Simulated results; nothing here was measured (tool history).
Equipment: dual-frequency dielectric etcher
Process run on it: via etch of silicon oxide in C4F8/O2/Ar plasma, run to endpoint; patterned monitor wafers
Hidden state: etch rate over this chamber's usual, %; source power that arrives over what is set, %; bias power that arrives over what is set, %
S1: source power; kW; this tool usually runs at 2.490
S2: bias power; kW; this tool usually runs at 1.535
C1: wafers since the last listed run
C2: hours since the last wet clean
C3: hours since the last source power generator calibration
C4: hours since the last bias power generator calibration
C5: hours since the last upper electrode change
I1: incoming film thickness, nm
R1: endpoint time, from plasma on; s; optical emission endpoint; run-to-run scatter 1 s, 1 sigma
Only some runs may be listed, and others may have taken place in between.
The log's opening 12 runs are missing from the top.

{"run": 13, "hour": 721.3, "S1": 2.06, "S2": 1.826, "C1": 416, "C2": 301.6, "C3": 5088.1, "C4": 3696.5, "C5": 160.2, "I1": 880.1, "R1": 169.4}
{"run": 14, "hour": 751.7, "S1": 2.49, "S2": 1.535, "C1": 240, "C2": 332.0, "C3": 5118.5, "C4": 3726.9, "C5": 190.6, "I1": 869.6, "R1": 160.9}
{"hour": 795.3, "done": "source power generator calibrated"}
{"run": 15, "hour": 795.8, "S1": 2.49, "S2": 1.697, "C1": 317, "C2": 376.1, "C3": 0.5, "C4": 3771.0, "C5": 234.7, "I1": 877.2, "R1": 158.5}
{"hour": 845.3, "done": "bias power generator calibrated"}
{"run": 16, "hour": 856.0, "S1": 1.88, "S2": 1.334, "C1": 445, "C2": 436.3, "C3": 60.7, "C4": 10.7, "C5": 294.9, "I1": 868.4, "R1": 192.8}
{"hour": 909.2, "done": "wet clean of the chamber"}
{"run": 17, "hour": 925.7, "S1": 2.01, "S2": 1.735, "C1": 362, "C2": 16.5, "C3": 130.4, "C4": 80.4, "C5": 364.6, "I1": 880.8, "R1": 175.3}
{"run": 18, "hour": 954.5, "S1": 1.98, "S2": 1.424, "C1": 228, "C2": 45.3, "C3": 159.2, "C4": 109.2, "C5": 393.4, "I1": 885.6, "R1": 185.8}
{"run": 19, "hour": 1007.8, "S1": 2.0, "S2": 1.694, "C1": 422, "C2": 98.6, "C3": 212.5, "C4": 162.5, "C5": 446.7, "I1": 891.4, "R1": 178.7}
{"run": 20, "hour": 1034.4, "S1": 2.89, "S2": 1.169, "C1": 210, "C2": 125.2, "C3": 239.1, "C4": 189.1, "C5": 473.3, "I1": 876.3, "R1": 162.2}
{"run": 21, "hour": 1246.6, "S1": 2.28, "S2": 1.364, "C1": 1681, "C2": 337.4, "C3": 451.3, "C4": 401.3, "C5": 685.5, "I1": 878.5, "R1": 175.1}
{"run": 22, "hour": 1285.2, "S1": 1.91, "S2": 1.656, "C1": 305, "C2": 376.0, "C3": 489.9, "C4": 439.9, "C5": 724.1, "I1": 878.9, "R1": 180.9}
{"run": 23, "hour": 1349.1, "S1": 2.83, "S2": 1.535, "C1": 506, "C2": 439.9, "C3": 553.8, "C4": 503.8, "C5": 788.0, "I1": 880.5, "R1": 152.7}
{"run": 24, "hour": 1414.0, "S1": 1.99, "S2": 1.28, "C1": 514, "C2": 504.8, "C3": 618.7, "C4": 568.7, "C5": 852.9, "I1": 873.2, "R1": 191.1}
{"hour": 1454.6, "done": "wet clean of the chamber"}
{"run": 25, "hour": 1477.2, "S1": 2.07, "S2": 1.535, "C1": 310, "C2": 22.6, "C3": 681.9, "C4": 631.9, "C5": 916.1, "I1": 878.0, "R1": 177.7}
{"run": 26, "hour": 1529.0, "S1": 2.49, "S2": 1.535, "C1": 410, "C2": 74.4, "C3": 733.7, "C4": 683.7, "C5": 967.9, "I1": 879.0, "R1": 163.6}
{"run": 27, "hour": 1586.3, "S1": 2.49, "S2": 1.535, "C1": 454, "C2": 131.7, "C3": 791.0, "C4": 741.0, "C5": 1025.2, "I1": 877.8, "R1": 161.0}
{"run": 28, "hour": 1618.2, "S1": 2.49, "S2": 1.232, "C1": 252, "C2": 163.6, "C3": 822.9, "C4": 772.9, "C5": 1057.1, "I1": 873.4, "R1": 171.6}
{"run": 29, "hour": 1660.7, "S1": 2.89, "S2": 1.424, "C1": 336, "C2": 206.1, "C3": 865.4, "C4": 815.4, "C5": 1099.6, "I1": 878.7, "R1": 155.3}
{"run": 30, "hour": 1701.1, "S1": 2.49, "S2": 1.535, "C1": 320, "C2": 246.5, "C3": 905.8, "C4": 855.8, "C5": 1140.0, "I1": 878.8, "R1": 163.5}
{"run": 31, "hour": 1758.8, "S1": 2.49, "S2": 1.85, "C1": 457, "C2": 304.2, "C3": 963.5, "C4": 913.5, "C5": 1197.7, "I1": 880.0, "R1": 154.3}
{"run": 32, "hour": 1805.4, "S1": 2.49, "S2": 1.535, "C1": 369, "C2": 350.8, "C3": 1010.1, "C4": 960.1, "C5": 1244.3, "I1": 875.4, "R1": 161.7}
{"run": 33, "hour": 1870.4, "S1": 2.49, "S2": 1.535, "C1": 515, "C2": 415.8, "C3": 1075.1, "C4": 1025.1, "C5": 1309.3, "I1": 880.6, "R1": 160.9}
{"run": 34, "hour": 1902.1, "S1": 2.21, "S2": 1.222, "C1": 251, "C2": 447.5, "C3": 1106.8, "C4": 1056.8, "C5": 1341.0, "I1": 886.1, "R1": 183.0}
{"hour": 1935.7, "done": "wet clean of the chamber"}
{"run": 35, "hour": 1953.3, "S1": 2.49, "S2": 1.535, "C1": 215, "C2": 17.6, "C3": 1158.0, "C4": 1108.0, "C5": 1392.2, "I1": 883.3, "R1": 162.3}

Each row is a separate what-if for the run after 35, all from the same tool condition, not one after another. Results?
{"run": "A", "hour": 1953.8, "S1": 2.49, "S2": 1.535, "C1": 3, "C2": 18.1, "C3": 1158.5, "C4": 1108.5, "C5": 1392.7, "I1": 880.7, "R1": "?"}
{"run": "B", "hour": 1953.8, "S1": 1.88, "S2": 1.535, "C1": 3, "C2": 18.1, "C3": 1158.5, "C4": 1108.5, "C5": 1392.7, "I1": 880.7, "R1": "?"}
{"run": "C", "hour": 1953.8, "S1": 2.84, "S2": 1.535, "C1": 3, "C2": 18.1, "C3": 1158.5, "C4": 1108.5, "C5": 1392.7, "I1": 880.7, "R1": "?"}
{"run": "D", "hour": 1953.8, "S1": 2.92, "S2": 1.196, "C1": 3, "C2": 18.1, "C3": 1158.5, "C4": 1108.5, "C5": 1392.7, "I1": 880.7, "R1": "?"}

run=A R1=161.9
run=B R1=185.1
run=C R1=152.4
run=D R1=160.8
With no hidden state in the tool, these same runs would have given:
run=A R1=161.9
run=B R1=185.1
run=C R1=152.4
run=D R1=160.8
